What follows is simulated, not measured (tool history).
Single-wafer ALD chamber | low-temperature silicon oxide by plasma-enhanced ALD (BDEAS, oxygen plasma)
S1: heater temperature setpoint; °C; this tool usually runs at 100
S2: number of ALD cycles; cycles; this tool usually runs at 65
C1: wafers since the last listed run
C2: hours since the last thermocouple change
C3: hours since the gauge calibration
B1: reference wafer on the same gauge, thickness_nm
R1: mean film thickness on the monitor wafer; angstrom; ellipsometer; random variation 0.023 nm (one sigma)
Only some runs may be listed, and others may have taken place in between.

run,hour,S1,S2,C1,C2,C3,B1,R1
1,0.0,112,56,0,1342.4,136.5,7.735,77.76
2,26.2,112,56,141,1368.6,162.7,7.734,77.84
3,50.2,112,56,129,1392.6,186.7,7.727,77.84
4,72.3,100,65,119,1414.7,208.8,7.717,92.07
5,86.4,100,65,76,1428.8,222.9,7.720,91.76
6,102.8,100,65,88,1445.2,239.3,7.716,91.55
7,115.5,100,65,68,1457.9,252.0,7.708,92.01
8,131.8,100,65,88,1474.2,268.3,7.703,91.54
9,151.1,100,65,104,1493.5,287.6,7.693,91.80
10,166.9,100,65,85,1509.3,303.4,7.693,91.67
11,182.9,92,65,86,1525.3,319.4,7.694,94.04
12,216.9,92,65,183,1559.3,353.4,7.678,93.77
13,230.5,92,65,73,1572.9,367.0,7.674,93.62
14,244.7,100,65,76,1587.1,381.2,7.674,91.32
15,270.5,100,65,139,1612.9,407.0,7.674,91.08
16,285.8,100,65,82,1628.2,422.3,7.661,91.60
17,311.2,100,56,137,1653.6,447.7,7.661,78.35
18,326.3,100,65,81,1668.7,462.8,7.645,91.34
19,358.2,100,65,172,1700.6,494.7,7.641,91.24
20,379.9,108,57,117,1722.3,516.4,7.630,78.99
21,410.9,100,75,167,1753.3,547.4,7.625,105.12
22,443.1,86,53,173,1785.5,579.6,7.618,77.05
23,461.9,111,58,101,1804.3,598.4,7.614,79.73
24,483.5,100,74,116,1825.9,620.0,7.608,103.35
# hour 499.3: thermocouple changed; heater temperature recalibrated
25,510.9,105,74,104,11.6,647.4,7.609,102.14
# hour 543.5: gauge calibrated
26,609.0,112,65,529,109.7,65.5,7.780,91.13
27,629.3,105,74,109,130.0,85.8,7.773,105.06
28,654.1,105,69,133,154.8,110.6,7.764,97.43
29,667.8,100,65,74,168.5,124.3,7.753,92.70
30,698.2,110,72,164,198.9,154.7,7.754,100.63
31,726.9,105,69,155,227.6,183.4,7.746,97.04
32,831.2,100,72,563,331.9,287.7,7.719,101.98
33,852.7,111,57,116,353.4,309.2,7.714,79.17
34,874.9,92,73,119,375.6,331.4,7.711,105.88
35,900.8,100,65,139,401.5,357.3,7.707,91.87
36,934.0,100,65,179,434.7,390.5,7.695,91.56
37,966.0,100,65,172,466.7,422.5,7.677,91.37
38,980.0,100,65,75,480.7,436.5,7.679,91.34
39,1010.6,94,54,165,511.3,467.1,7.669,77.05
40,1037.6,95,65,145,538.3,494.1,7.664,93.17
41,1065.6,100,65,151,566.3,522.1,7.656,91.35

Same runs, no hidden state in the tool, same run-to-run variation:
What the log doesn't record here: wafer temperature above the value expected at the setpoint (K); gauge reads high (%).
run,R1
1,78.30
2,78.45
3,78.51
4,92.93
5,92.66
6,92.50
7,93.01
8,92.59
9,92.92
10,92.83
11,95.29
12,95.12
13,95.02
14,92.73
15,92.56
16,93.14
17,79.74
18,93.01
19,93.01
20,80.58
21,107.36
22,78.77
23,81.57
24,105.81
25,104.67
26,91.28
27,105.30
28,97.74
29,93.04
30,101.10
31,97.59
32,102.92
33,79.96
34,107.02
35,92.94
36,92.74
37,92.64
38,92.66
39,78.25
40,94.70
41,92.94

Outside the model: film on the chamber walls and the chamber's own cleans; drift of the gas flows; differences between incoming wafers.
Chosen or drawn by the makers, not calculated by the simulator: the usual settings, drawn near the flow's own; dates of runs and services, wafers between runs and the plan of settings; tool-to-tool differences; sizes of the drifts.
